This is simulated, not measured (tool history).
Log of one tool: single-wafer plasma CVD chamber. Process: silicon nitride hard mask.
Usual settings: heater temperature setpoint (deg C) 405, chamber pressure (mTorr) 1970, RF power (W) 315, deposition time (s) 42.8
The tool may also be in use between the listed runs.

run	day	heater temperature setpoint (deg C)	chamber pressure (mTorr)	RF power (W)	deposition time (s)	read-back reference wafer on the same gauge, thickness_nm	mean film thickness on the monitor wafer (nm)
1	0.000	415	1970	315	42.8	48.314	45.559
2	1.104	415	1970	315	42.8	48.331	45.494
3	2.579	415	1970	315	42.8	48.298	45.521
4	3.712	405	1970	315	42.8	48.282	45.628
5	5.179	405	1970	315	42.8	48.305	45.796
6	6.642	405	1970	315	42.8	48.274	45.725
7	7.479	405	1970	315	48.9	48.305	52.298
8	8.038	405	1970	315	48.9	48.273	52.335
# day 8.392: RF generator calibrated
9	9.412	405	1970	315	38.7	48.289	41.391
# day 9.812: capacitance manometer re-zeroed and calibrated
# day 10.004: gauge calibrated
# day 13.171: capacitance manometer re-zeroed and calibrated, repeated, since the last time left the tool worse
10	13.404	405	1970	315	38.7	48.280	40.796
11	14.154	405	1970	315	38.7	48.292	40.834
12	15.025	405	1720	315	50.8	48.306	51.363

The next listed run, before its measurement:
# day 15.921: showerhead replaced
13	15.942	413	1970	315	42.8	?	?

Run 13 gave read-back reference wafer on the same gauge, thickness_nm 48.298, mean film thickness on the monitor wafer (nm) 45.013.
Without the tool's hidden state the same run would have given mean film thickness on the monitor wafer (nm) 44.938.
